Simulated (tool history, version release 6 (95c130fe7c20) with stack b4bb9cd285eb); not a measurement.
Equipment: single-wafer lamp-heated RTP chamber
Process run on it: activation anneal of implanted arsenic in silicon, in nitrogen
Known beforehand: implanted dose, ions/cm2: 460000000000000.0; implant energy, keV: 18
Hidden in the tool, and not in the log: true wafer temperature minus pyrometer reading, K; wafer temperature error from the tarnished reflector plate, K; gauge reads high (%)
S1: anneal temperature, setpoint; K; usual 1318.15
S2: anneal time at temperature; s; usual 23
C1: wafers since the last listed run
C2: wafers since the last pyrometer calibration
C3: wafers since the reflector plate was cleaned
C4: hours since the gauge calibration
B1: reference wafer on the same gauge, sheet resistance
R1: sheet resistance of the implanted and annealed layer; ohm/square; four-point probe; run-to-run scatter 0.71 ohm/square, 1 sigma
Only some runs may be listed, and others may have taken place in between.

Run 1, hour 0: usual settings but S1 1341.15 K, S2 32 s; C1 0; C2 4186; C3 2361; C4 220.4; B1 197.96. Result: R1 216.62 ohm/square.
Run 2, hour 15.7: usual settings but S1 1341.15 K, S2 32 s; C1 196; C2 4382; C3 2557; C4 236.1; B1 198.05. Result: R1 218.56 ohm/square.
Run 3, hour 42.1: usual settings; C1 329; C2 4711; C3 2887; C4 262.5; B1 197.89. Result: R1 226.66 ohm/square.
Run 4, hour 59.7: usual settings but S2 33 s; C1 219; C2 4931; C3 3107; C4 280.1; B1 198.17. Result: R1 223.17 ohm/square.
Run 5, hour 117: usual settings but S2 33 s; C1 715; C2 5647; C3 3822; C4 337.4; B1 198.07. Result: R1 221.58 ohm/square.
Run 6, hour 145.1: usual settings; C1 350; C2 5998; C3 4173; C4 365.5; B1 198.04. Result: R1 226.15 ohm/square.
Run 7, hour 179: usual settings; C1 423; C2 6421; C3 4596; C4 399.4; B1 198.06. Result: R1 226.09 ohm/square.
Run 8, hour 196.6: usual settings; C1 219; C2 6641; C3 4816; C4 417; B1 197.85. Result: R1 225.4 ohm/square.
Run 9, hour 210.8: usual settings; C1 177; C2 6818; C3 4993; C4 431.2; B1 198.1. Result: R1 226.34 ohm/square.
At hour 230.3: pyrometer window cleaned and pyrometer calibrated.
Run 10, hour 245.8: usual settings but S1 1347.15 K, S2 18 s; C1 337; C2 192; C3 5330; C4 466.2; B1 197.84. Result: R1 222.71 ohm/square.
At hour 265.7: gauge calibrated.
Run 11, hour 270: usual settings but S1 1290.15 K, S2 36 s; C1 302; C2 495; C3 5633; C4 4.3; B1 198.32. Result: R1 229.08 ohm/square.
Run 12, hour 293.7: usual settings; C1 295; C2 791; C3 5928; C4 28; B1 198.13. Result: R1 226.27 ohm/square.
Run 13, hour 320.6: usual settings; C1 335; C2 1126; C3 6264; C4 54.9; B1 198. Result: R1 226.06 ohm/square.
At hour 340.2: reflector plate cleaned.
Run 14, hour 344.5: usual settings but S2 19 s; C1 198; C2 1325; C3 53; C4 78.8; B1 198.09. Result: R1 228.18 ohm/square.
Run 15, hour 369: usual settings but S1 1308.15 K, S2 12 s; C1 305; C2 1631; C3 359; C4 103.3; B1 197.93. Result: R1 233.35 ohm/square.
Run 16, hour 382.8: usual settings but S1 1327.15 K, S2 30 s; C1 172; C2 1803; C3 531; C4 117.1; B1 198.11. Result: R1 221.73 ohm/square.

Predict the results of run 17:
Run 17, hour 405.3: usual settings; C1 280; C2 2084; C3 812; C4 139.6; B1 ?. Result: R1 ?.

Run 17 yielded B1 197.9, R1 226.22 ohm/square.
Had the tool carried no hidden state, the very same run would have given R1 226.22 ohm/square.
